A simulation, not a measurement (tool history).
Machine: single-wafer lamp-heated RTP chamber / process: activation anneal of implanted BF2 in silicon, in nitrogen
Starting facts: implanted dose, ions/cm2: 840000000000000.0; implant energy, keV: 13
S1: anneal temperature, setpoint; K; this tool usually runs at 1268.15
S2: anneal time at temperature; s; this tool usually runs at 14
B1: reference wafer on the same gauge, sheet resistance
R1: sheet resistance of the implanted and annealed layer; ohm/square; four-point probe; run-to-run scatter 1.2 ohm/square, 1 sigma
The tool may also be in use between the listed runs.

Run 1, hour 0.0: usual settings; B1 267.64. Result: R1 255.66 ohm/square.
Run 2, hour 43.0: usual settings but S2 20 s; B1 268.26. Result: R1 241.38 ohm/square.
At hour 77.4: reflector plate cleaned.
Run 3, hour 83.8: usual settings but S2 20 s; B1 267.84. Result: R1 241.01 ohm/square.
At hour 131.9: pyrometer window cleaned and pyrometer calibrated.
Run 4, hour 145.6: usual settings; B1 267.85. Result: R1 263.34 ohm/square.
Run 5, hour 185.3: usual settings; B1 268.37. Result: R1 261.64 ohm/square.
Run 6, hour 249.2: usual settings but S1 1283.15 K; B1 267.90. Result: R1 236.82 ohm/square.
Run 7, hour 302.9: usual settings but S2 10 s; B1 267.92. Result: R1 273.44 ohm/square.
At hour 329.8: reflector plate cleaned.
Run 8, hour 338.2: usual settings but S2 10 s; B1 267.86. Result: R1 271.85 ohm/square.
Run 9, hour 394.5: usual settings but S2 21 s; B1 268.65. Result: R1 243.80 ohm/square.
Run 10, hour 456.0: usual settings but S2 21 s; B1 268.42. Result: R1 242.58 ohm/square.
Run 11, hour 522.1: usual settings but S1 1250.15 K, S2 10 s; B1 268.04. Result: R1 307.38 ohm/square.
Run 12, hour 584.1: usual settings but S1 1250.15 K, S2 10 s; B1 267.69. Result: R1 305.83 ohm/square.
At hour 617.5: reflector plate cleaned.
Run 13, hour 618.0: usual settings but S1 1241.15 K; B1 267.81. Result: R1 313.13 ohm/square.
At hour 657.1: pyrometer window cleaned and pyrometer calibrated.
Run 14, hour 675.6: usual settings but S1 1276.15 K, S2 7 s; B1 268.08. Result: R1 274.48 ohm/square.
Run 15, hour 745.0: usual settings but S1 1287.15 K, S2 10 s; B1 268.01. Result: R1 244.25 ohm/square.
Run 16, hour 793.4: usual settings but S2 10 s; B1 267.97. Result: R1 271.69 ohm/square.
Run 17, hour 854.1: usual settings but S1 1296.15 K, S2 6 s; B1 267.44. Result: R1 247.64 ohm/square.
At hour 890.6: reflector plate cleaned.
Run 18, hour 914.7: usual settings but S1 1256.15 K; B1 268.20. Result: R1 285.25 ohm/square.
Run 19, hour 956.9: usual settings; B1 268.21. Result: R1 258.81 ohm/square.
At hour 1025.4: gauge calibrated.
Run 20, hour 1028.4: usual settings; B1 267.91. Result: R1 259.26 ohm/square.
Run 21, hour 1091.1: usual settings but S1 1258.15 K, S2 20 s; B1 267.97. Result: R1 261.68 ohm/square.
At hour 1132.2: reflector plate cleaned.
At hour 1135.1: pyrometer window cleaned and pyrometer calibrated.
Run 22, hour 1143.9: usual settings but S1 1282.15 K, S2 8 s; B1 268.14. Result: R1 261.67 ohm/square.
Run 23, hour 1209.8: usual settings but S1 1248.15 K, S2 21 s; B1 268.16. Result: R1 286.69 ohm/square.

What does the tool deliver on the next run?
Run 24, hour 1266.9: usual settings but S1 1241.15 K, S2 10 s; B1 ?. Result: R1 ?.

For run 24 the tool returned B1 268.28, R1 334.88 ohm/square.
Take away the tool's hidden state, keep the run-to-run variation as it was, and the same run would have given R1 337.70 ohm/square.
